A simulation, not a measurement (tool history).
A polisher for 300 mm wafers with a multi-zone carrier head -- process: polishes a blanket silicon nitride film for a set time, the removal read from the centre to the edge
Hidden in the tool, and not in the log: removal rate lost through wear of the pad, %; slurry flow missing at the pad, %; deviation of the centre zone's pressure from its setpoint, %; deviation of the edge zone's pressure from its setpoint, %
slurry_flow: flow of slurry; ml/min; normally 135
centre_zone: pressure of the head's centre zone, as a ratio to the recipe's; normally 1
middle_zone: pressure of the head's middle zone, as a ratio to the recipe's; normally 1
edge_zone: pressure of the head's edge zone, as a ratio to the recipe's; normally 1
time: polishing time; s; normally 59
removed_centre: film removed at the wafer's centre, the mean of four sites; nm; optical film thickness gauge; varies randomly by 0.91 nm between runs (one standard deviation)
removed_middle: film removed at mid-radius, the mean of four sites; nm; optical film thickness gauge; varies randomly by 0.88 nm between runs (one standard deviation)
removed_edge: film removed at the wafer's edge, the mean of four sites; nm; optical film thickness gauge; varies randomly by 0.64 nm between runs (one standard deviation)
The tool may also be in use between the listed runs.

| run | hour | slurry_flow | centre_zone | middle_zone | edge_zone | time | wafers since the last listed run | wafers polished on this pad | hours since the slurry nozzle was cleaned | hours since the centre zone pressure was calibrated | hours since the edge zone pressure was calibrated | hours since the carrier head's membrane was replaced | incoming thickness of the incoming film, nm | removed_centre | removed_middle | removed_edge |
|---|---|---|---|---|---|---|---|---|---|---|---|---|---|---|---|---|
| 1 | 0 | 135 | 1 | 1 | 1 | 59 | 0 | 777 | 1.2 | 105.1 | 142.8 | 1345 | 810.4 | 88.3 | 90 | 85.6 |
| 2 | 64.1 | 135 | 1 | 1 | 1 | 59 | 729 | 1507 | 65.3 | 169.2 | 206.9 | 1409.1 | 792 | 86.4 | 90.3 | 85.7 |
| 3 | 95.7 | 135 | 1 | 1 | 1 | 59 | 359 | 1867 | 96.9 | 200.8 | 238.5 | 1440.7 | 822.8 | 85.7 | 86.1 | 85.1 |
| 4 | 157.6 | 135 | 1 | 1 | 1 | 59 | 704 | 2571 | 158.8 | 262.7 | 300.4 | 1502.6 | 819.5 | 82.9 | 85.6 | 84.2 |
|  | 177.9 | worn pad replaced by a new one |
|  | 202.7 | slurry nozzle cleaned |
|  | 206.2 | edge zone pressure recalibrated |
| 5 | 209.2 | 135 | 1 | 1 | 1 | 59 | 507 | 321 | 6.5 | 314.3 | 3 | 1554.2 | 800.9 | 87.5 | 87.4 | 85.4 |
| 6 | 268.1 | 135 | 1 | 1 | 1 | 59 | 670 | 992 | 65.4 | 373.2 | 61.9 | 1613.1 | 823.1 | 87.2 | 87.1 | 86.6 |
| 7 | 323.1 | 135 | 1 | 1 | 1 | 59 | 626 | 1618 | 120.4 | 428.2 | 116.9 | 1668.1 | 811.4 | 84.6 | 87.1 | 84.8 |
|  | 428.1 | worn pad replaced by a new one |
|  | 447.4 | slurry nozzle cleaned |
|  | 502.5 | edge zone pressure recalibrated |
| 8 | 537.6 | 135 | 1 | 1 | 1 | 59 | 2362 | 1213 | 90.2 | 642.7 | 35.1 | 1882.6 | 805.3 | 85.9 | 88.1 | 83.7 |
| 9 | 592.7 | 135 | 1 | 1 | 1 | 59 | 627 | 1840 | 145.3 | 697.8 | 90.2 | 1937.7 | 806.7 | 83.6 | 86.2 | 83.4 |
| 10 | 626.7 | 135 | 1 | 1 | 1 | 59 | 387 | 2227 | 179.3 | 731.8 | 124.2 | 1971.7 | 811.9 | 82.5 | 83.3 | 83.7 |
|  | 630.9 | worn pad replaced by a new one |
|  | 661.7 | carrier head's membrane replaced by a new one |
|  | 677.7 | slurry nozzle cleaned |
| 11 | 692.2 | 160 | 1.12 | 0.94 | 1 | 59 | 631 | 629 | 14.5 | 797.3 | 189.7 | 30.5 | 809.6 | 98.9 | 87 | 88.6 |
| 12 | 730.3 | 180 | 1 | 1 | 1 | 79 | 433 | 1063 | 52.6 | 835.4 | 227.8 | 68.6 | 812.7 | 124.1 | 125.6 | 121.2 |
| 13 | 775.2 | 135 | 1 | 1 | 1 | 59 | 511 | 1574 | 97.5 | 880.3 | 272.7 | 113.5 | 811.6 | 86.7 | 87.2 | 84.7 |
|  | 789.6 | centre zone pressure recalibrated |
| 14 | 842.6 | 135 | 1.05 | 1 | 0.94 | 59 | 744 | 2318 | 164.9 | 53 | 340.1 | 180.9 | 813.3 | 87.5 | 86.5 | 82.6 |
|  | 854.9 | edge zone pressure recalibrated |
|  | 866.3 | worn pad replaced by a new one |
| 15 | 879.7 | 135 | 1 | 1.09 | 1.11 | 48 | 354 | 152 | 202 | 90.1 | 24.8 | 218 | 818.6 | 66.2 | 73.9 | 70.1 |
|  | 888.1 | slurry nozzle cleaned |
| 16 | 942.1 | 165 | 1.05 | 1 | 1.03 | 47 | 699 | 852 | 54 | 152.5 | 87.2 | 280.4 | 814.2 | 76.8 | 73.6 | 70.8 |
| 17 | 1012.3 | 135 | 1 | 1 | 1 | 59 | 799 | 1651 | 124.2 | 222.7 | 157.4 | 350.6 | 811.1 | 84 | 87.4 | 84 |
| 18 | 1065.6 | 180 | 1 | 1 | 1 | 59 | 606 | 2258 | 177.5 | 276 | 210.7 | 403.9 | 815.1 | 89.5 | 91.8 | 87.8 |
| 19 | 1094.4 | 135 | 1 | 1 | 1 | 59 | 327 | 2586 | 206.3 | 304.8 | 239.5 | 432.7 | 814 | 81 | 83.9 | 82.8 |
|  | 1098.6 | worn pad replaced by a new one |
|  | 1136.7 | slurry nozzle cleaned |
| 20 | 1145 | 135 | 1 | 1 | 1 | 59 | 519 | 517 | 8.3 | 355.4 | 290.1 | 483.3 | 801.2 | 86.8 | 88.6 | 85.6 |

The same runs without the tool's hidden state, with the same run-to-run variation:
| run | removed_centre | removed_middle | removed_edge |
|---|---|---|---|
| 1 | 88.4 | 90.1 | 85.7 |
| 2 | 87.1 | 90.9 | 86.1 |
| 3 | 87.1 | 87.3 | 85.9 |
| 4 | 86.8 | 89.1 | 86.6 |
| 5 | 88 | 87.8 | 85.7 |
| 6 | 88.2 | 88 | 87.2 |
| 7 | 87.1 | 89.4 | 86.4 |
| 8 | 87.8 | 89.8 | 84.9 |
| 9 | 87.6 | 89.9 | 85.8 |
| 10 | 88.7 | 88.8 | 87.4 |
| 11 | 99.1 | 87.1 | 88.7 |
| 12 | 124.6 | 126.1 | 121.6 |
| 13 | 88.1 | 88.5 | 85.6 |
| 14 | 92 | 90.4 | 85.2 |
| 15 | 71.9 | 79.5 | 73.8 |
| 16 | 77.1 | 73.8 | 70.9 |
| 17 | 86.1 | 89.3 | 85.3 |
| 18 | 93.3 | 95.3 | 90.2 |
| 19 | 88.2 | 90.4 | 87.2 |
| 20 | 87.2 | 89 | 85.9 |
